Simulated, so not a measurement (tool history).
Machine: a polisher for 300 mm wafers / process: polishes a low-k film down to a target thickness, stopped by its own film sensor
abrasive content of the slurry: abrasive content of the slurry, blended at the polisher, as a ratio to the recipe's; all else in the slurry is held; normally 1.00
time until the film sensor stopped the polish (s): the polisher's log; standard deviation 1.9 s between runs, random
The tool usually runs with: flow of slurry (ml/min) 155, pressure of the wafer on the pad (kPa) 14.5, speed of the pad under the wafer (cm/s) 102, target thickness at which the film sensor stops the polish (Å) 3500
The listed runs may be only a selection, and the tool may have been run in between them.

| run | day | flow of slurry (ml/min) | pressure of the wafer on the pad (kPa) | speed of the pad under the wafer (cm/s) | abrasive content of the slurry | target thickness at which the film sensor stops the polish (Å) | wafers since the last listed run | wafers polished on this pad | hours since the slurry nozzle was cleaned | hours since the head pressure was calibrated | hours since the slurry blender was calibrated | hours since the conditioning disc was replaced | incoming thickness of the incoming film, nm | time until the film sensor stopped the polish (s) |
|---|---|---|---|---|---|---|---|---|---|---|---|---|---|---|
| 1 | 0.000 | 200 | 14.5 | 102 | 0.90 | 3500 | 0 | 1055 | 145.7 | 399.3 | 212.3 | 504.9 | 420.3 | 152.8 |
| 2 | 3.692 | 200 | 14.5 | 102 | 0.90 | 3500 | 430 | 1486 | 234.3 | 487.9 | 300.9 | 593.5 | 417.2 | 147.5 |
|  | 4.396 | conditioning disc replaced and pad reconditioned |
|  | 5.600 | head pressure recalibrated, repeated, since the last time left the tool worse |
| 3 | 7.508 | 170 | 11.7 | 102 | 1.00 | 3500 | 426 | 1912 | 325.9 | 45.8 | 392.5 | 74.7 | 412.9 | 181.3 |
| 4 | 10.012 | 170 | 11.7 | 102 | 1.00 | 3500 | 292 | 2205 | 386.0 | 105.9 | 452.6 | 134.8 | 419.4 | 203.5 |
| 5 | 12.646 | 205 | 14.5 | 90 | 1.00 | 3500 | 307 | 2512 | 449.2 | 169.1 | 515.8 | 198.0 | 416.2 | 161.7 |
| 6 | 15.779 | 115 | 14.5 | 132 | 1.00 | 3640 | 365 | 2878 | 524.4 | 244.3 | 591.0 | 273.2 | 415.4 | 114.3 |
|  | 17.146 | worn pad replaced by a new one |
| 7 | 18.904 | 155 | 13.1 | 102 | 1.00 | 3660 | 345 | 205 | 599.4 | 319.3 | 666.0 | 348.2 | 415.1 | 128.0 |
|  | 19.217 | slurry blender recalibrated |
|  | 19.954 | slurry nozzle cleaned |
| 8 | 22.408 | 155 | 14.5 | 102 | 1.00 | 3500 | 394 | 599 | 58.9 | 403.4 | 76.6 | 432.3 | 413.4 | 150.4 |
| 9 | 24.608 | 155 | 14.5 | 102 | 1.00 | 3500 | 256 | 856 | 111.7 | 456.2 | 129.4 | 485.1 | 420.3 | 165.8 |
| 10 | 26.712 | 155 | 14.5 | 102 | 1.00 | 3500 | 245 | 1101 | 162.2 | 506.7 | 179.9 | 535.6 | 423.0 | 174.0 |
| 11 | 29.958 | 210 | 14.5 | 102 | 1.00 | 3500 | 378 | 1480 | 240.1 | 584.6 | 257.8 | 613.5 | 414.3 | 143.4 |
| 12 | 34.338 | 155 | 14.5 | 102 | 1.00 | 3500 | 511 | 1991 | 345.2 | 689.7 | 362.9 | 718.6 | 422.4 | 169.5 |
|  | 34.583 | conditioning disc replaced and pad reconditioned |
| 13 | 38.296 | 185 | 14.5 | 102 | 1.00 | 3500 | 452 | 2444 | 440.2 | 784.7 | 457.9 | 89.1 | 421.3 | 160.9 |
| 14 | 41.867 | 115 | 12.4 | 68 | 1.25 | 3500 | 416 | 2860 | 525.9 | 870.4 | 543.6 | 174.8 | 419.5 | 226.9 |
|  | 42.446 | worn pad replaced by a new one |
| 15 | 45.392 | 155 | 14.5 | 136 | 1.30 | 3560 | 391 | 344 | 610.5 | 955.0 | 628.2 | 259.4 | 428.1 | 131.8 |
|  | 45.562 | head pressure recalibrated |
|  | 45.854 | slurry blender recalibrated |
|  | 46.558 | slurry nozzle cleaned |
| 16 | 49.883 | 170 | 11.7 | 102 | 1.00 | 3500 | 499 | 843 | 79.8 | 103.7 | 96.7 | 367.2 | 427.6 | 231.7 |
| 17 | 52.271 | 135 | 14.5 | 102 | 1.00 | 3500 | 278 | 1122 | 137.1 | 161.0 | 154.0 | 424.5 | 427.5 | 190.3 |
| 18 | 56.362 | 115 | 11.0 | 78 | 1.00 | 3500 | 477 | 1600 | 235.3 | 259.2 | 252.2 | 522.7 | 422.2 | 269.1 |
| 19 | 58.842 | 135 | 14.5 | 68 | 0.80 | 3300 | 289 | 1889 | 294.8 | 318.7 | 311.7 | 582.2 | 427.5 | 319.4 |
|  | 61.221 | conditioning disc replaced and pad reconditioned |
| 20 | 61.696 | 105 | 13.1 | 102 | 1.00 | 3500 | 323 | 2213 | 363.3 | 387.2 | 380.2 | 11.4 | 423.5 | 210.2 |
| 21 | 64.871 | 155 | 14.5 | 74 | 1.00 | 3500 | 370 | 2583 | 439.5 | 463.4 | 456.4 | 87.6 | 421.2 | 199.2 |
| 22 | 66.842 | 170 | 17.2 | 72 | 1.00 | 3500 | 230 | 2813 | 486.8 | 510.7 | 503.7 | 134.9 | 427.6 | 173.6 |
|  | 67.829 | worn pad replaced by a new one |
|  | 69.400 | slurry blender recalibrated |
| 23 | 69.996 | 155 | 14.5 | 102 | 1.00 | 3500 | 338 | 243 | 562.5 | 586.4 | 14.3 | 210.6 | 425.0 | 175.4 |
| 24 | 72.838 | 140 | 16.5 | 102 | 1.00 | 3500 | 331 | 574 | 630.7 | 654.6 | 82.5 | 278.8 | 417.0 | 140.7 |
| 25 | 76.883 | 120 | 14.5 | 114 | 0.85 | 3660 | 472 | 1046 | 727.8 | 751.7 | 179.6 | 375.9 | 419.1 | 132.9 |

Consider 4 possible next runs. They are alternatives, not a sequence: every one starts from the tool as it was left by run 25. What does each give?
| A | 76.904 | 155 | 14.5 | 102 | 1.00 | 3500 | 2 | 1049 | 728.3 | 752.2 | 180.1 | 376.4 | 417.5 | ? |
| B | 76.904 | 125 | 11.7 | 124 | 1.00 | 3500 | 2 | 1049 | 728.3 | 752.2 | 180.1 | 376.4 | 417.5 | ? |
| C | 76.904 | 155 | 14.5 | 102 | 1.00 | 3650 | 2 | 1049 | 728.3 | 752.2 | 180.1 | 376.4 | 417.5 | ? |
| D | 76.904 | 155 | 17.2 | 102 | 1.00 | 3500 | 2 | 1049 | 728.3 | 752.2 | 180.1 | 376.4 | 417.5 | ? |

| run | time until the film sensor stopped the polish (s) |
|---|---|
| A | 156.4 |
| B | 182.2 |
| C | 121.6 |
| D | 131.4 |
With the hidden condition removed and each run's random variation left untouched, the same runs would have given:
| run | time until the film sensor stopped the polish (s) |
|---|---|
| A | 164.8 |
| B | 192.0 |
| C | 128.2 |
| D | 138.4 |
